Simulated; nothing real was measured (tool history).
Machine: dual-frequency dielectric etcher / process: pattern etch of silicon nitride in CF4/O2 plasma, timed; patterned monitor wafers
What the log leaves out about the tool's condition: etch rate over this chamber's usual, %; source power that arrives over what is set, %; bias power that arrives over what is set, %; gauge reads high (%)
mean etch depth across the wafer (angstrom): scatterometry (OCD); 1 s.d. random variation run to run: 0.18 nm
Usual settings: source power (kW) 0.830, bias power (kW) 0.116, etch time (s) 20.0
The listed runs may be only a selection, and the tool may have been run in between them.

run,hour,source power (kW),bias power (kW),etch time (s),wafers since the last listed run,hours since the last wet clean,hours since the last source power generator calibration,hours since the last bias power generator calibration,hours since the last upper electrode change,hours since the gauge calibration,"read-back reference wafer on the same gauge, depth_nm",mean etch depth across the wafer (angstrom)
1,0.0,0.990,0.116,20.0,0,522.9,3017.0,2219.3,5791.3,43.7,55.4,659
2,24.0,0.990,0.116,20.0,383,546.9,3041.0,2243.3,5815.3,67.7,55.4,659
3,56.7,0.830,0.137,20.0,522,579.6,3073.7,2276.0,5848.0,100.4,55.4,590
4,77.8,0.830,0.137,20.0,337,600.7,3094.8,2297.1,5869.1,121.5,55.4,591
5,111.0,0.960,0.116,21.5,530,633.9,3128.0,2330.3,5902.3,154.7,55.4,681
6,136.5,0.960,0.116,21.5,407,659.4,3153.5,2355.8,5927.8,180.2,55.4,685
# hour 188.8: wet clean of the chamber
7,189.3,0.830,0.116,20.0,460,0.5,3206.3,2408.6,5980.6,233.0,55.4,555
8,189.6,0.830,0.116,23.0,4,0.8,3206.6,2408.9,5980.9,233.3,55.4,633
9,201.4,0.830,0.116,20.0,188,12.6,3218.4,2420.7,5992.7,245.1,55.4,555
10,219.8,0.830,0.116,20.0,293,31.0,3236.8,2439.1,6011.1,263.5,55.4,556
11,252.3,0.830,0.116,20.0,519,63.5,3269.3,2471.6,6043.6,296.0,55.4,555
12,272.8,0.830,0.116,20.0,327,84.0,3289.8,2492.1,6064.1,316.5,55.4,556
13,294.1,0.830,0.116,20.0,340,105.3,3311.1,2513.4,6085.4,337.8,55.4,550
14,314.0,0.750,0.142,15.5,317,125.2,3331.0,2533.3,6105.3,357.7,55.4,425
15,327.9,1.030,0.116,22.0,222,139.1,3344.9,2547.2,6119.2,371.6,55.4,758
# hour 344.4: gauge calibrated
# hour 346.7: bias power generator calibrated
# hour 366.6: upper electrode replaced, of another model than before
16,367.1,0.620,0.116,20.0,245,178.3,3384.1,20.4,0.5,22.7,55.4,475
17,374.2,0.830,0.116,20.0,113,185.4,3391.2,27.5,7.6,29.8,55.4,553
18,389.8,0.830,0.124,14.5,249,201.0,3406.8,43.1,23.2,45.4,55.5,408
19,403.6,0.770,0.090,25.5,220,214.8,3420.6,56.9,37.0,59.2,55.4,629
20,421.7,0.700,0.141,25.5,289,232.9,3438.7,75.0,55.1,77.3,55.4,677
# hour 442.1: source power generator calibrated
21,447.8,0.950,0.098,23.0,353,259.0,5.7,101.1,81.2,103.4,55.4,656
22,473.2,0.720,0.116,20.0,405,284.4,31.1,126.5,106.6,128.8,55.4,510
23,486.9,0.830,0.093,15.5,218,298.1,44.8,140.2,120.3,142.5,55.4,401
24,519.7,0.970,0.088,16.5,523,330.9,77.6,173.0,153.1,175.3,55.4,460
25,534.2,0.830,0.116,23.0,231,345.4,92.1,187.5,167.6,189.8,55.4,630
26,565.0,0.710,0.144,15.5,492,376.2,122.9,218.3,198.4,220.6,55.4,418
27,588.0,0.700,0.103,24.5,367,399.2,145.9,241.3,221.4,243.6,55.4,593

Each row is a separate what-if for the run after 27, all from the same tool condition, not one after another. Results?
A,588.4,0.830,0.116,24.5,6,399.6,146.3,241.7,221.8,244.0,?,?
B,588.4,0.830,0.135,15.5,6,399.6,146.3,241.7,221.8,244.0,?,?
C,588.4,0.680,0.108,23.5,6,399.6,146.3,241.7,221.8,244.0,?,?
D,588.4,0.830,0.116,17.5,6,399.6,146.3,241.7,221.8,244.0,?,?
E,588.4,0.910,0.107,14.5,6,399.6,146.3,241.7,221.8,244.0,?,?

run,"read-back reference wafer on the same gauge, depth_nm",mean etch depth across the wafer (angstrom)
A,55.4,669
B,55.4,442
C,55.4,567
D,55.4,478
E,55.4,407
Without the tool's unlogged condition, the same runs would have read:
run,mean etch depth across the wafer (angstrom)
A,679
B,449
C,575
D,485
E,413
